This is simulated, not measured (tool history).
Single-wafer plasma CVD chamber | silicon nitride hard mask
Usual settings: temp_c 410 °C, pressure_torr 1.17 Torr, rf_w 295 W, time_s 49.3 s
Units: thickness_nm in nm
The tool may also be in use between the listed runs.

run     day  temp_c  pressure_torr  rf_w  time_s  read-back reference wafer on the same gauge, thickness_nm  thickness_nm
  1       0     410           1.17   320    49.3                                                     38.669        48.061
  2   2.183     410           1.17   320    49.3                                                     38.687        48.473
  3    13.4     416           1.17   295    49.3                                                     38.724        46.788
  4  15.738     419           1.17   295    49.3                                                     38.638        46.225
     16.867  -- RF generator calibrated
  5  19.262     419           1.17   295    49.3                                                     38.707        47.184
  6  21.708     410           1.17   295    49.3                                                     38.677        47.323
  7  23.562     410           1.17   295    49.3                                                     38.746        46.727
  8  25.279     410           1.17   295    49.3                                                     38.769        46.762
  9  29.567     410           1.17   295    49.3                                                     38.724        46.672
 10  31.462     410           1.01   295    52.1                                                     38.711        46.665
 11  35.542     410           1.31   295    49.3                                                     38.702        48.401
     44.692  -- capacitance manometer re-zeroed and calibrated
 12  45.658     419           1.17   295    49.3                                                     38.646        46.485
     48.208  -- thermocouple changed; heater temperature recalibrated
     48.508  -- showerhead replaced
 13    49.1     410           1.17   295    49.3                                                     38.705        45.916
     51.738  -- RF generator calibrated
 14   53.25     410           1.28   295    44.5                                                     38.706        43.672
 15  55.108     402           1.08   245    54.7                                                     38.704        46.839
 16  57.875     424           1.17   295    49.3                                                     38.605        46.465
 17  60.217     421           1.17   340    45.2                                                      38.65        45.756

Forecast run 18:
     61.067  -- gauge calibrated
 18  62.658     405           1.17   295    49.3                                                          ?             ?

Run 18 gave read-back reference wafer on the same gauge, thickness_nm 38.669, thickness_nm 46.707 nm.
Without the tool's hidden state the same run would have given thickness_nm 47.839 nm.
